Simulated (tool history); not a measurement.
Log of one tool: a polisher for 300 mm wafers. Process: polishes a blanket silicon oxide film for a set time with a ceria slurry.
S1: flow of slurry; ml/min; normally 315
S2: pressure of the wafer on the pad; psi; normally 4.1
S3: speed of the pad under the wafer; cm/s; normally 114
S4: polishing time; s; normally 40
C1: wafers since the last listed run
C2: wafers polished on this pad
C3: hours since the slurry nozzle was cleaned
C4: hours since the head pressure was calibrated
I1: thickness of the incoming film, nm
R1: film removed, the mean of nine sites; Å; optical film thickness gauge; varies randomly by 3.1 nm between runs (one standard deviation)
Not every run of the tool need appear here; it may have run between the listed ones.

run,day,S1,S2,S3,S4,C1,C2,C3,C4,I1,R1
1,0,315,4.1,114,40,0,1418,151.8,619,732.7,2375
2,2.012,315,4.1,114,40,772,2191,200.1,667.3,738.5,2398
3,4.233,315,4.1,114,40,852,3043,253.4,720.6,721.2,2391
4,6.988,315,4.1,114,40,1056,4099,319.5,786.7,737.2,2413
# day 15.192: worn pad replaced by a new one
# day 17.396: head pressure recalibrated
5,18.379,230,4.1,114,47,4274,1190,592.9,23.6,733.7,2552
6,20.012,315,4.1,114,40,626,1817,632.1,62.8,747,2177
# day 23.696: slurry nozzle cleaned
7,24.154,315,4.1,114,40,1573,3390,11,162.2,726.2,2286
8,27.462,315,4.1,114,40,1269,4659,90.4,241.6,729.1,2233
9,29.954,315,4.1,114,47,955,5615,150.2,301.4,719.2,2723
10,33.421,315,4.1,114,47,1330,6945,233.4,384.6,742.1,2614
# day 34.225: worn pad replaced by a new one
11,37.733,315,4.1,114,47,1590,1346,336.9,488.1,739.5,2678
12,39.662,315,4.1,86,40,740,2086,383.2,534.4,737.4,1798
13,42.658,315,4.1,86,40,1149,3235,455.1,606.3,727.1,1718
14,46.167,315,4.1,114,49,1346,4581,539.3,690.5,718.4,2948
15,50.05,315,4.1,114,40,1489,6071,632.5,783.7,736.9,2414
# day 52.158: worn pad replaced by a new one
16,52.404,315,4.1,74,40,839,95,689,840.2,742.6,1574
# day 53.792: head pressure recalibrated
17,55.933,315,5.4,146,40,1322,1417,773.7,51.4,714.1,3726
18,59.671,355,4.8,114,40,1433,2851,863.4,141.1,732.9,2660
# day 60.396: slurry nozzle cleaned
19,63.908,315,4.1,114,40,1609,4461,84.3,242.8,731.7,2206

The next listed run, before its measurement:
20,66.388,285,4.9,84,40,951,5412,143.8,302.3,739.8,?

{"run 20": {"R1": 1967}}
With the hidden condition absent and the run-to-run variation left alone, this run would have shown R1 1949 Å.
